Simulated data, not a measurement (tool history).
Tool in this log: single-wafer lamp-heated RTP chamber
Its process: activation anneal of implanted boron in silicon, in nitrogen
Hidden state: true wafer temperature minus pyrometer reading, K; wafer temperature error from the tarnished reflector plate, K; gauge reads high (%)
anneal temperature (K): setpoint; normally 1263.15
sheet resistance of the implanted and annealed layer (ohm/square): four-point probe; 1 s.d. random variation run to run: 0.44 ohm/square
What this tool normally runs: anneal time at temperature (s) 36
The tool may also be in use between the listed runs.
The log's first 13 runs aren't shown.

| run | hour | anneal temperature (K) | anneal time at temperature (s) | wafers since the last listed run | wafers since the last pyrometer calibration | wafers since the reflector plate was cleaned | hours since the gauge calibration | read-back reference wafer on the same gauge, sheet resistance | sheet resistance of the implanted and annealed layer (ohm/square) |
|---|---|---|---|---|---|---|---|---|---|
| 14 | 328.3 | 1284.15 | 36 | 503 | 610 | 5696 | 397.1 | 230.99 | 241.16 |
| 15 | 347.3 | 1263.15 | 36 | 323 | 934 | 6020 | 416.1 | 230.96 | 243.07 |
| 16 | 365.9 | 1263.15 | 36 | 317 | 1251 | 6337 | 434.7 | 231.01 | 242.91 |
| 17 | 387.1 | 1291.15 | 15 | 361 | 1612 | 6699 | 455.9 | 231.04 | 242.3 |
| 18 | 420.3 | 1278.15 | 46 | 566 | 2178 | 7265 | 489.1 | 231.05 | 240.69 |
|  | 448.5 | reflector plate cleaned |
| 19 | 449 | 1284.15 | 22 | 352 | 2531 | 8 | 517.8 | 231.1 | 242.9 |
| 20 | 487.5 | 1263.15 | 36 | 656 | 3188 | 665 | 556.3 | 231.1 | 242.53 |
|  | 494.2 | gauge calibrated |
|  | 497.1 | pyrometer window cleaned and pyrometer calibrated |
| 21 | 510.3 | 1263.15 | 36 | 252 | 225 | 917 | 16.1 | 231.02 | 244.99 |
| 22 | 523.9 | 1263.15 | 56 | 231 | 457 | 1149 | 29.7 | 230.97 | 243.69 |
| 23 | 604.1 | 1291.15 | 42 | 1367 | 1824 | 2516 | 109.9 | 230.99 | 240.07 |
| 24 | 626.9 | 1284.15 | 51 | 388 | 2213 | 2905 | 132.7 | 231.06 | 239.25 |
| 25 | 653.8 | 1263.15 | 36 | 458 | 2672 | 3364 | 159.6 | 230.92 | 243.85 |
|  | 690.4 | pyrometer window cleaned and pyrometer calibrated |
| 26 | 728.9 | 1234.15 | 51 | 1144 | 656 | 4508 | 234.7 | 230.99 | 252.97 |
| 27 | 763 | 1290.15 | 18 | 581 | 1238 | 5089 | 268.8 | 230.99 | 241.62 |
| 28 | 792.3 | 1273.15 | 42 | 499 | 1737 | 5589 | 298.1 | 230.93 | 241.4 |
| 29 | 812.6 | 1250.15 | 57 | 346 | 2084 | 5935 | 318.4 | 231.14 | 243.4 |
| 30 | 844.2 | 1263.15 | 36 | 538 | 2622 | 6474 | 350 | 231.01 | 242.84 |
|  | 874.9 | reflector plate cleaned |
| 31 | 875.2 | 1263.15 | 36 | 392 | 3015 | 5 | 381 | 230.9 | 243.71 |
|  | 896.6 | pyrometer window cleaned and pyrometer calibrated |
| 32 | 907.8 | 1263.15 | 36 | 419 | 190 | 425 | 413.6 | 231.05 | 245.84 |

Below are 4 alternative next runs, each starting from the tool's condition after run 32. Predict each:
| A | 908.2 | 1242.15 | 36 | 6 | 197 | 432 | 414 | ? | ? |
| B | 908.2 | 1242.15 | 51 | 6 | 197 | 432 | 414 | ? | ? |
| C | 908.2 | 1242.15 | 44 | 6 | 197 | 432 | 414 | ? | ? |
| D | 908.2 | 1271.15 | 16 | 6 | 197 | 432 | 414 | ? | ? |

| run | read-back reference wafer on the same gauge, sheet resistance | sheet resistance of the implanted and annealed layer (ohm/square) |
|---|---|---|
| A | 231.04 | 255.37 |
| B | 231.04 | 253.22 |
| C | 231.04 | 254.1 |
| D | 231.04 | 245.43 |
The same runs, with their run-to-run variation unchanged, on a tool lacking any hidden condition would have given:
| run | sheet resistance of the implanted and annealed layer (ohm/square) |
|---|---|
| A | 258.65 |
| B | 256.15 |
| C | 257.17 |
| D | 246.38 |

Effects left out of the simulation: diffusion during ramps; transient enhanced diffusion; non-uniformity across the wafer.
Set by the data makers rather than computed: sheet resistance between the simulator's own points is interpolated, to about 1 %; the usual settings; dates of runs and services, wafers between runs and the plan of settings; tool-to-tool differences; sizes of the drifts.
